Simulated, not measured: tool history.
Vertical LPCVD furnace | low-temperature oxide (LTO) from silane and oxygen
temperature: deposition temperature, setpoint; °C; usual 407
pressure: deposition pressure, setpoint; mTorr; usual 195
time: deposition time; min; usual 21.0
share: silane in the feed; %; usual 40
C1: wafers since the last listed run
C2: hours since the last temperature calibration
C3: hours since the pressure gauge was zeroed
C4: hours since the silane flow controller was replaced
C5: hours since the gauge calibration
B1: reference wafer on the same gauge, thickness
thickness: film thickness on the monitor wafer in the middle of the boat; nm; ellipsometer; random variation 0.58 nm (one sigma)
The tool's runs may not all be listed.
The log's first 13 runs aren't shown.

At hour 1231.7: thermocouples replaced and temperature profile calibrated, repeated, since the last time left the tool worse.
At hour 1281.0: pressure gauge zeroed.
Run 14, hour 1281.5: usual settings but temperature 413 °C, pressure 170 mTorr, time 29.0 min; C1 393; C2 49.8; C3 0.5; C4 3973.7; C5 427.1; B1 190.14. Result: thickness 233.82 nm.
Run 15, hour 1367.0: usual settings but time 24.5 min, share 33 %; C1 944; C2 135.3; C3 86.0; C4 4059.2; C5 512.6; B1 190.03. Result: thickness 167.95 nm.
Run 16, hour 1418.2: usual settings but temperature 399 °C, share 36 %; C1 565; C2 186.5; C3 137.2; C4 4110.4; C5 563.8; B1 189.92. Result: thickness 147.97 nm.
Run 17, hour 1477.2: usual settings but temperature 412 °C, pressure 210 mTorr, time 12.5 min, share 46 %; C1 651; C2 245.5; C3 196.2; C4 4169.4; C5 622.8; B1 189.79. Result: thickness 143.42 nm.
Run 18, hour 1545.3: usual settings but pressure 155 mTorr, time 17.0 min; C1 752; C2 313.6; C3 264.3; C4 4237.5; C5 690.9; B1 190.17. Result: thickness 118.34 nm.
Run 19, hour 1588.2: usual settings; C1 473; C2 356.5; C3 307.2; C4 4280.4; C5 733.8; B1 190.01. Result: thickness 184.07 nm.
At hour 1716.7: silane flow controller replaced.
Run 20, hour 1717.2: usual settings but time 29.0 min, share 35 %; C1 1159; C2 485.5; C3 436.2; C4 0.5; C5 862.8; B1 189.88. Result: thickness 213.31 nm.
Run 21, hour 1774.2: usual settings; C1 629; C2 542.5; C3 493.2; C4 57.5; C5 919.8; B1 190.05. Result: thickness 183.34 nm.
Run 22, hour 1841.0: usual settings but temperature 397 °C, share 33 %; C1 737; C2 609.3; C3 560.0; C4 124.3; C5 986.6; B1 189.99. Result: thickness 128.01 nm.
Run 23, hour 1936.7: usual settings; C1 1056; C2 705.0; C3 655.7; C4 220.0; C5 1082.3; B1 190.07. Result: thickness 183.46 nm.
Run 24, hour 2041.4: usual settings but temperature 419 °C, pressure 180 mTorr, time 14.0 min, share 43 %; C1 1156; C2 809.7; C3 760.4; C4 324.7; C5 1187.0; B1 189.89. Result: thickness 139.03 nm.
Run 25, hour 2087.5: usual settings but pressure 240 mTorr; C1 509; C2 855.8; C3 806.5; C4 370.8; C5 1233.1; B1 190.15. Result: thickness 225.32 nm.
Run 26, hour 2130.9: usual settings but temperature 417 °C, pressure 155 mTorr, time 15.0 min; C1 479; C2 899.2; C3 849.9; C4 414.2; C5 1276.5; B1 190.03. Result: thickness 116.87 nm.
Run 27, hour 2206.2: usual settings but temperature 412 °C, pressure 230 mTorr, time 25.5 min, share 34 %; C1 831; C2 974.5; C3 925.2; C4 489.5; C5 1351.8; B1 189.95. Result: thickness 226.42 nm.
Run 28, hour 2275.5: usual settings; C1 765; C2 1043.8; C3 994.5; C4 558.8; C5 1421.1; B1 189.85. Result: thickness 184.35 nm.
Run 29, hour 2328.7: usual settings but temperature 412 °C, pressure 145 mTorr; C1 587; C2 1097.0; C3 1047.7; C4 612.0; C5 1474.3; B1 190.02. Result: thickness 144.71 nm.
Run 30, hour 2401.7: usual settings; C1 806; C2 1170.0; C3 1120.7; C4 685.0; C5 1547.3; B1 190.00. Result: thickness 184.69 nm.
Run 31, hour 2471.8: usual settings but temperature 402 °C, pressure 225 mTorr, time 27.5 min; C1 774; C2 1240.1; C3 1190.8; C4 755.1; C5 1617.4; B1 190.31. Result: thickness 262.94 nm.

Forecast each of these 4 alternatives for the next run:
Run A, hour 2476.1: usual settings but time 25.0 min; C1 47; C2 1244.4; C3 1195.1; C4 759.4; C5 1621.7; B1 ?. Result: thickness ?.
Run B, hour 2476.1: usual settings but pressure 155 mTorr, share 47 %; C1 47; C2 1244.4; C3 1195.1; C4 759.4; C5 1621.7; B1 ?. Result: thickness ?.
Run C, hour 2476.1: usual settings but share 35 %; C1 47; C2 1244.4; C3 1195.1; C4 759.4; C5 1621.7; B1 ?. Result: thickness ?.
Run D, hour 2476.1: usual settings but pressure 170 mTorr, time 26.0 min, share 47 %; C1 47; C2 1244.4; C3 1195.1; C4 759.4; C5 1621.7; B1 ?. Result: thickness ?.

run      B1  thickness
  A  189.83     219.01
  B  189.83     173.22
  C  189.83     155.83
  D  189.83     235.22
Without the tool's hidden state the same runs would have given:
run  thickness
  A     218.41
  B     172.78
  C     155.39
  D     234.62
